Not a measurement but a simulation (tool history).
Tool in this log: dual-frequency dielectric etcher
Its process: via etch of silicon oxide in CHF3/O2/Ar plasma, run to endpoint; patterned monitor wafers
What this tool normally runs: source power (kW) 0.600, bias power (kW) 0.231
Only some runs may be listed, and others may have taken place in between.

run   hour  source power (kW)  bias power (kW)  incoming incoming film thickness, nm  endpoint time (s)
  1    0.0              0.600            0.218                                 628.4              281.2
  2   13.1              0.520            0.243                                 633.9              286.0
  3   29.1              0.600            0.248                                 633.9              271.3
  4   36.7              0.600            0.248                                 627.9              267.2
  5   45.0              0.600            0.231                                 630.2              275.6
  6   55.0              0.600            0.231                                 629.8              276.3
  7   72.4              0.600            0.231                                 633.6              276.6
  8   79.5              0.600            0.231                                 636.8              277.4
  9   96.3              0.600            0.231                                 635.9              276.8
     128.2  -- upper electrode replaced
 10  128.7              0.600            0.231                                 626.5              272.6
 11  129.1              0.600            0.231                                 634.5              276.1
 12  129.5              0.600            0.231                                 626.0              270.8
 13  134.3              0.600            0.231                                 631.6              272.7
 14  143.4              0.480            0.288                                 630.0              271.3
 15  157.3              0.700            0.206                                 636.8              272.2
 16  169.9              0.680            0.288                                 629.3              242.3
 17  179.8              0.550            0.189                                 636.0              300.4
     188.1  -- bias power generator calibrated
     208.2  -- wet clean of the chamber
 18  208.7              0.600            0.215                                 638.7              295.5
 19  209.1              0.600            0.231                                 633.2              285.9
     222.8  -- source power generator calibrated
 20  247.2              0.510            0.231                                 633.0              299.2
 21  255.8              0.600            0.231                                 632.2              282.6
 22  271.0              0.460            0.231                                 635.4              309.2

For run 23, what comes out?
 23  286.5              0.600            0.231                                 634.9                  ?

{"run 23": {"endpoint time (s)": 284.8}}
Had the tool carried no hidden state, the very same run would have given endpoint time (s) 287.3.

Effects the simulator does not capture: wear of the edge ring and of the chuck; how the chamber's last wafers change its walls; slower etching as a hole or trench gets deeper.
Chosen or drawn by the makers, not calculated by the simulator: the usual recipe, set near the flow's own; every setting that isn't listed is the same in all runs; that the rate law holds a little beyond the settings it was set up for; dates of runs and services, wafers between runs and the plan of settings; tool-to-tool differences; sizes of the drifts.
